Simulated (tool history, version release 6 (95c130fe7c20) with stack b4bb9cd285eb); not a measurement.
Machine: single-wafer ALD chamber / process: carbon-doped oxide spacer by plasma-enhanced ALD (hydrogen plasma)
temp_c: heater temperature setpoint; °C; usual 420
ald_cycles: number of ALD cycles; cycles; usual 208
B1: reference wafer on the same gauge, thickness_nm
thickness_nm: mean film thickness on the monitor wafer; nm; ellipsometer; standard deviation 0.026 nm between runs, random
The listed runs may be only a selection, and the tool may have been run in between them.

run 1 hour=0.0 | temp_c=420 ald_cycles=192 | B1=8.905 | thickness_nm=9.630
run 2 hour=31.0 | temp_c=420 ald_cycles=192 | B1=8.907 | thickness_nm=9.657
run 3 hour=54.5 | temp_c=420 ald_cycles=208 | B1=8.906 | thickness_nm=10.479
run 4 hour=68.1 | temp_c=420 ald_cycles=208 | B1=8.899 | thickness_nm=10.447
run 5 hour=85.5 | temp_c=420 ald_cycles=208 | B1=8.894 | thickness_nm=10.510
run 6 hour=103.0 | temp_c=420 ald_cycles=179 | B1=8.895 | thickness_nm=8.993
run 7 hour=117.2 | temp_c=420 ald_cycles=179 | B1=8.897 | thickness_nm=9.051
run 8 hour=143.0 | temp_c=420 ald_cycles=208 | B1=8.902 | thickness_nm=10.464
run 9 hour=163.3 | temp_c=420 ald_cycles=208 | B1=8.904 | thickness_nm=10.450
run 10 hour=194.3 | temp_c=420 ald_cycles=208 | B1=8.890 | thickness_nm=10.484
run 11 hour=254.2 | temp_c=420 ald_cycles=208 | B1=8.904 | thickness_nm=10.489
run 12 hour=274.9 | temp_c=420 ald_cycles=208 | B1=8.904 | thickness_nm=10.513
run 13 hour=300.1 | temp_c=415 ald_cycles=237 | B1=8.913 | thickness_nm=12.104
run 14 hour=328.8 | temp_c=420 ald_cycles=184 | B1=8.903 | thickness_nm=9.298
run 15 hour=346.1 | temp_c=420 ald_cycles=184 | B1=8.885 | thickness_nm=9.293
run 16 hour=382.0 | temp_c=420 ald_cycles=184 | B1=8.905 | thickness_nm=9.306
run 17 hour=404.6 | temp_c=420 ald_cycles=208 | B1=8.894 | thickness_nm=10.507
run 18 hour=425.3 | temp_c=420 ald_cycles=208 | B1=8.896 | thickness_nm=10.499
run 19 hour=459.0 | temp_c=420 ald_cycles=208 | B1=8.900 | thickness_nm=10.534
run 20 hour=487.2 | temp_c=420 ald_cycles=208 | B1=8.896 | thickness_nm=10.508
run 21 hour=505.1 | temp_c=420 ald_cycles=208 | B1=8.903 | thickness_nm=10.475
run 22 hour=522.3 | temp_c=420 ald_cycles=208 | B1=8.892 | thickness_nm=10.496
run 23 hour=549.0 | temp_c=420 ald_cycles=208 | B1=8.899 | thickness_nm=10.544
run 24 hour=573.2 | temp_c=428 ald_cycles=238 | B1=8.894 | thickness_nm=11.717
run 25 hour=605.3 | temp_c=420 ald_cycles=208 | B1=8.893 | thickness_nm=10.586
run 26 hour=619.5 | temp_c=407 ald_cycles=174 | B1=8.899 | thickness_nm=9.263
run 27 hour=649.7 | temp_c=432 ald_cycles=184 | B1=8.910 | thickness_nm=8.925
run 28 hour=674.5 | temp_c=427 ald_cycles=169 | B1=8.888 | thickness_nm=8.347
run 29 hour=754.2 | temp_c=427 ald_cycles=172 | B1=8.905 | thickness_nm=8.546
-- hour=768.1 gauge calibrated
run 30 hour=778.5 | temp_c=428 ald_cycles=179 | B1=8.902 | thickness_nm=8.858

Run 31 comes next. What will it give?
run 31 hour=793.4 | temp_c=433 ald_cycles=208 | B1=? | thickness_nm=?

{"run 31": {"B1": 8.896, "thickness_nm": 10.109}}
If the tool had no hidden condition, the same run with the same run-to-run variation would have returned thickness_nm 9.924 nm.

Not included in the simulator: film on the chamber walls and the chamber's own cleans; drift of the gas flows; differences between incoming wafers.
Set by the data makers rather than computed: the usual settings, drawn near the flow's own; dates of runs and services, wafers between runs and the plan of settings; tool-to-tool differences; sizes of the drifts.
